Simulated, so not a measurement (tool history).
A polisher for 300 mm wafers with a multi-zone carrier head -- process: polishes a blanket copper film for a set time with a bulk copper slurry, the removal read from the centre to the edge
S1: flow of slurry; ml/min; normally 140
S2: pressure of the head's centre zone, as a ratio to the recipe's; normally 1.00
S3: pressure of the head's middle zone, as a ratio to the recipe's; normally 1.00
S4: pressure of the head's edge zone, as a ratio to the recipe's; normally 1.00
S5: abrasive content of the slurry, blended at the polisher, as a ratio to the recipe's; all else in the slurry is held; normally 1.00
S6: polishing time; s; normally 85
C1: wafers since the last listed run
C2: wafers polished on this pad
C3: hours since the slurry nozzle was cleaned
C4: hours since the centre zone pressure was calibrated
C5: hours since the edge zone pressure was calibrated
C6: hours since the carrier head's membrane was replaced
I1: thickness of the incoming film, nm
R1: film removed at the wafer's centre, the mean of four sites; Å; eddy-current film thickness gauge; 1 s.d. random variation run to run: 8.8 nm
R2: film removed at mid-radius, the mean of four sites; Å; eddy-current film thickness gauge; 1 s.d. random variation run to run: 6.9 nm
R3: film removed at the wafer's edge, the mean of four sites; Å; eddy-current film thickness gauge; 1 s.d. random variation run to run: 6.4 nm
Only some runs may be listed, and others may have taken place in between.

| run | hour | S1 | S2 | S3 | S4 | S5 | S6 | C1 | C2 | C3 | C4 | C5 | C6 | I1 | R1 | R2 | R3 |
|---|---|---|---|---|---|---|---|---|---|---|---|---|---|---|---|---|---|
| 1 | 0.0 | 140 | 1.11 | 0.90 | 1.00 | 1.00 | 85 | 0 | 349 | 139.5 | 6.4 | 1109.0 | 932.8 | 3109.7 | 9808 | 8086 | 8757 |
| 2 | 11.5 | 140 | 1.00 | 1.00 | 1.00 | 1.00 | 76 | 77 | 427 | 151.0 | 17.9 | 1120.5 | 944.3 | 3139.3 | 7662 | 7936 | 7930 |
| 3 | 20.3 | 140 | 1.00 | 1.00 | 1.00 | 1.00 | 85 | 59 | 487 | 159.8 | 26.7 | 1129.3 | 953.1 | 3141.8 | 8541 | 8778 | 8747 |
| 4 | 30.3 | 140 | 1.06 | 1.00 | 1.00 | 1.00 | 85 | 67 | 554 | 169.8 | 36.7 | 1139.3 | 963.1 | 3086.8 | 9193 | 8822 | 8654 |
| 5 | 47.5 | 140 | 1.00 | 1.00 | 1.00 | 1.00 | 85 | 116 | 671 | 187.0 | 53.9 | 1156.5 | 980.3 | 3091.5 | 8517 | 8676 | 8579 |
|  | 61.4 | slurry nozzle cleaned |
| 6 | 64.3 | 140 | 1.00 | 1.00 | 1.03 | 1.00 | 85 | 106 | 778 | 2.9 | 70.7 | 1173.3 | 997.1 | 3154.3 | 8561 | 8640 | 8735 |
| 7 | 70.7 | 140 | 1.00 | 0.93 | 1.00 | 1.00 | 85 | 43 | 821 | 9.3 | 77.1 | 1179.7 | 1003.5 | 3150.6 | 8429 | 8170 | 8617 |
|  | 93.7 | edge zone pressure recalibrated |
| 8 | 94.3 | 140 | 1.11 | 1.11 | 1.00 | 1.20 | 85 | 146 | 967 | 32.9 | 100.7 | 0.6 | 1027.1 | 3079.2 | 9782 | 9578 | 8857 |
| 9 | 109.9 | 140 | 1.00 | 1.00 | 1.00 | 1.00 | 85 | 105 | 1073 | 48.5 | 116.3 | 16.2 | 1042.7 | 3078.8 | 8324 | 8573 | 8573 |
| 10 | 116.6 | 140 | 0.92 | 1.00 | 1.00 | 1.00 | 57 | 45 | 1118 | 55.2 | 123.0 | 22.9 | 1049.4 | 3144.7 | 5186 | 5769 | 5775 |
| 11 | 127.6 | 140 | 1.00 | 1.00 | 1.00 | 1.00 | 85 | 74 | 1192 | 66.2 | 134.0 | 33.9 | 1060.4 | 3092.9 | 8539 | 8638 | 8555 |
|  | 131.9 | worn pad replaced by a new one |
| 12 | 138.4 | 140 | 1.00 | 0.96 | 1.00 | 1.15 | 71 | 46 | 43 | 77.0 | 144.8 | 44.7 | 1071.2 | 3138.7 | 7713 | 7569 | 7791 |
|  | 159.5 | carrier head's membrane replaced by a new one |
| 13 | 178.3 | 190 | 1.00 | 1.00 | 1.00 | 1.00 | 85 | 236 | 279 | 116.9 | 184.7 | 84.6 | 18.8 | 3181.7 | 9393 | 9430 | 9208 |
| 14 | 219.4 | 140 | 1.00 | 1.00 | 1.06 | 1.10 | 85 | 278 | 558 | 158.0 | 225.8 | 125.7 | 59.9 | 3146.2 | 8727 | 8822 | 8994 |
| 15 | 230.4 | 100 | 1.00 | 1.00 | 1.00 | 1.00 | 85 | 74 | 632 | 169.0 | 236.8 | 136.7 | 70.9 | 3117.5 | 7803 | 7953 | 8084 |
| 16 | 247.7 | 180 | 1.00 | 1.00 | 1.09 | 1.00 | 85 | 117 | 749 | 186.3 | 254.1 | 154.0 | 88.2 | 3145.4 | 8923 | 9081 | 9150 |
| 17 | 253.8 | 175 | 0.92 | 1.00 | 1.00 | 1.00 | 85 | 41 | 790 | 192.4 | 260.2 | 160.1 | 94.3 | 3137.5 | 8219 | 9166 | 8836 |
| 18 | 271.4 | 140 | 1.00 | 1.00 | 1.00 | 1.25 | 85 | 119 | 909 | 210.0 | 277.8 | 177.7 | 111.9 | 3169.8 | 8979 | 8977 | 8963 |
| 19 | 281.3 | 140 | 1.00 | 0.94 | 1.00 | 1.00 | 85 | 67 | 976 | 219.9 | 287.7 | 187.6 | 121.8 | 3123.4 | 8259 | 8192 | 8609 |
|  | 291.2 | slurry nozzle cleaned |
| 20 | 294.1 | 140 | 1.00 | 1.00 | 1.00 | 1.00 | 85 | 79 | 1056 | 2.9 | 300.5 | 200.4 | 134.6 | 3115.2 | 8380 | 8727 | 8620 |

Consider 5 possible next runs. They are alternatives, not a sequence: every one starts from the tool as it was left by run 20. What does each give?
| A | 294.6 | 140 | 1.10 | 1.00 | 1.00 | 1.00 | 85 | 3 | 1060 | 3.4 | 301.0 | 200.9 | 135.1 | 3173.8 | ? | ? | ? |
| B | 294.6 | 140 | 0.93 | 1.00 | 1.00 | 1.30 | 85 | 3 | 1060 | 3.4 | 301.0 | 200.9 | 135.1 | 3173.8 | ? | ? | ? |
| C | 294.6 | 140 | 1.00 | 0.93 | 1.00 | 1.20 | 85 | 3 | 1060 | 3.4 | 301.0 | 200.9 | 135.1 | 3173.8 | ? | ? | ? |
| D | 294.6 | 140 | 0.97 | 1.00 | 0.97 | 1.00 | 85 | 3 | 1060 | 3.4 | 301.0 | 200.9 | 135.1 | 3173.8 | ? | ? | ? |
| E | 294.6 | 120 | 1.00 | 0.90 | 1.00 | 1.15 | 96 | 3 | 1060 | 3.4 | 301.0 | 200.9 | 135.1 | 3173.8 | ? | ? | ? |

| run | R1 | R2 | R3 |
|---|---|---|---|
| A | 9385 | 8625 | 8492 |
| B | 8263 | 9002 | 8855 |
| C | 8770 | 8403 | 8747 |
| D | 8268 | 8631 | 8369 |
| E | 9439 | 8868 | 9567 |
Stripped of hidden state, with their random variation kept, the same runs would have yielded:
| run | R1 | R2 | R3 |
|---|---|---|---|
| A | 10148 | 9326 | 9183 |
| B | 8935 | 9734 | 9575 |
| C | 9483 | 9086 | 9458 |
| D | 8940 | 9333 | 9049 |
| E | 10207 | 9589 | 10345 |
